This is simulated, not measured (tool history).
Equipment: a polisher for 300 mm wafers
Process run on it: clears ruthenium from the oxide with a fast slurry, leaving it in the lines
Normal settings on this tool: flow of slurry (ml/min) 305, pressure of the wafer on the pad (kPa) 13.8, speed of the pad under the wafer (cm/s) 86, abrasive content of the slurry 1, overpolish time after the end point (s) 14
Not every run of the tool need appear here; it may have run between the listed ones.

run,day,flow of slurry (ml/min),pressure of the wafer on the pad (kPa),speed of the pad under the wafer (cm/s),abrasive content of the slurry,overpolish time after the end point (s),"incoming thickness of the incoming film, nm",time until the end point was called (s),dishing of a wide line in a test structure (Å)
1,0,220,11.7,86,1,14,212.3,108.3,229
2,0.725,225,13.8,86,0.85,14,208.8,101.9,235
3,1.446,225,13.8,86,0.85,14,213.6,103.7,234
4,1.896,305,13.8,86,1,14,207.2,91.3,270
5,2.258,305,13.8,86,1,14,209.5,94,262
# day 2.862: head pressure recalibrated
6,2.958,305,13.8,70,1,14,208.3,122.9,204
7,3.492,305,13.8,86,1,14,211.1,100.6,243
# day 4.021: worn pad replaced by a new one
8,4.042,305,13.8,86,1,14,209.6,97.9,247
9,4.429,305,13.8,86,0.85,14,213.6,113.4,221
10,4.821,305,13.8,86,1,14,208.6,100.1,246
11,5.371,230,13.8,86,1.1,14,211.2,95.5,253
12,5.867,305,13.8,86,1,14,210.2,99.6,252
13,6.567,305,16.5,74,0.9,11,207.7,102.2,191
14,6.958,305,13.8,86,1,14,207.7,99.9,262
# day 7.575: worn pad replaced by a new one
# day 7.608: slurry nozzle cleaned
15,7.629,305,17.9,86,1,14,212.4,79.5,320
16,7.829,385,13.8,106,1,14,205.7,76.7,303
17,8.45,305,13.8,86,1,14,207.9,97.2,249
18,9.021,305,17.9,86,0.8,20,207.8,90.4,383
19,9.346,305,13.8,86,1,14,208.2,97.8,249
# day 9.446: slurry blender recalibrated
20,9.662,365,9.7,86,1,14,210,114.6,211
21,10.133,305,13.8,86,1.1,14,211.4,84.9,291
22,10.65,305,13.8,86,1.25,14,208.2,76.5,301
23,11.096,305,13.8,86,1,14,213.7,87.3,275
24,11.483,305,13.8,58,1,14,211.4,129.2,187
25,11.862,225,13.8,106,1,14,209.5,72.3,340
# day 12.038: worn pad replaced by a new one
26,13.079,385,9.7,86,0.9,22,208.8,122.6,298
27,13.738,305,13.8,86,1,14,206,87.3,285
28,14.454,305,10.3,86,1,14,213.1,116.1,232

Below are 4 alternative next runs, each starting from the tool's condition after run 28. Predict each:
A,14.471,305,13.8,86,0.75,14,212,?,?
B,14.471,305,12.4,106,1.1,14,212,?,?
C,14.471,305,13.8,86,1,11,212,?,?
D,14.471,305,18.6,86,0.8,14,212,?,?

run,time until the end point was called (s),dishing of a wide line in a test structure (Å)
A,106.6,243
B,76.2,333
C,90.3,226
D,79.2,321
Had the tool no hidden state, the same runs would have come out as:
run,time until the end point was called (s),dishing of a wide line in a test structure (Å)
A,112.8,230
B,81.3,313
C,96.2,213
D,83.9,304

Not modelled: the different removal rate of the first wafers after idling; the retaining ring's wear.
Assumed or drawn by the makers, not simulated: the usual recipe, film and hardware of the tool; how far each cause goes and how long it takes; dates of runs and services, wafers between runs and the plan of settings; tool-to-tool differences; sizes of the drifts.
